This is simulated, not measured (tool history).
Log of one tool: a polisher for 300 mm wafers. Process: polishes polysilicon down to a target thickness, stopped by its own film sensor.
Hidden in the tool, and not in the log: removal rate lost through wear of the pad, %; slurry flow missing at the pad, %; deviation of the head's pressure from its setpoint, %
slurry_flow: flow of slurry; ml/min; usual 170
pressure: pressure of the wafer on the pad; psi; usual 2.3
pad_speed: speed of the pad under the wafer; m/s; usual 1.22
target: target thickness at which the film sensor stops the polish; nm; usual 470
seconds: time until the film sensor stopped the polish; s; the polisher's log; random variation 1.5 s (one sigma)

run    hour  slurry_flow  pressure  pad_speed  target  wafers since the last listed run  wafers polished on this pad  hours since the slurry nozzle was cleaned  hours since the head pressure was calibrated  incoming thickness of the incoming film, nm  seconds
  1       0          170       2.3       1.22     470                                 0                          318                                      177.4                                         537.8                                       1080.1     78.1
  2    33.7          170       2.3       1.22     470                               353                          671                                      211.1                                         571.5                                       1070.3     78.5
        214  -- worn pad replaced by a new one
  3   249.6          170       2.3       1.22     470                              2221                          373                                        427                                         787.4                                         1089       92
      290.4  -- slurry nozzle cleaned
  4   319.8          170       2.3       1.22     470                               725                         1098                                       29.4                                         857.6                                       1060.9     75.5
  5   376.2          170       2.3       1.22     470                               591                         1690                                       85.8                                           914                                       1068.3     73.6
      383.1  -- head pressure recalibrated
      419.3  -- worn pad replaced by a new one
  6   421.2          170       2.3       1.22     470                               408                           19                                      130.8                                          38.1                                       1068.7       76
  7   466.8          170       2.3       1.22     470                               478                          497                                      176.4                                          83.7                                       1071.9     78.2
  8   499.9          170       2.3       1.22     470                               347                          845                                      209.5                                         116.8                                       1065.6     76.4
  9   566.2          170       2.3       1.22     470                               695                         1540                                      275.8                                         183.1                                       1082.6     80.3
 10     600          115       3.1        0.9     641                               354                         1894                                      309.6                                         216.9                                         1061     67.4
 11     661          150       2.3       1.22     589                               639                         2534                                      370.6                                         277.9                                       1053.5     67.2
        669  -- worn pad replaced by a new one
 12   695.9          170       1.9       1.22     395                               324                          281                                      405.5                                         312.8                                       1075.3    101.5
      744.4  -- slurry nozzle cleaned
 13   750.1          170       2.3       1.22     470                               557                          839                                        5.7                                           367                                       1069.4     75.1
        878  -- worn pad replaced by a new one
 14   955.5          170       3.1          1     470                              2111                          812                                      211.1                                         572.4                                       1080.8     76.7
 15  1009.6          170       2.3       0.94     549                               567                         1379                                      265.2                                         626.5                                       1084.3     86.8
 16  1056.2          170       2.9       1.22     283                               488                         1868                                      311.8                                         673.1                                       1079.8     92.3
     1074.5  -- worn pad replaced by a new one
 17    1110          190       1.7          1     605                               522                          371                                      365.6                                         726.9                                       1092.1     94.7

The same runs without the tool's hidden state, with the same run-to-run variation:
run  seconds
  1     75.9
  2     75.8
  3     80.2
  4     75.3
  5     73.2
  6     75.4
  7     77.2
  8       75
  9     77.8
 10     63.4
 11     62.3
 12     93.2
 13     74.8
 14       75
 15       84
 16       88
 17       89

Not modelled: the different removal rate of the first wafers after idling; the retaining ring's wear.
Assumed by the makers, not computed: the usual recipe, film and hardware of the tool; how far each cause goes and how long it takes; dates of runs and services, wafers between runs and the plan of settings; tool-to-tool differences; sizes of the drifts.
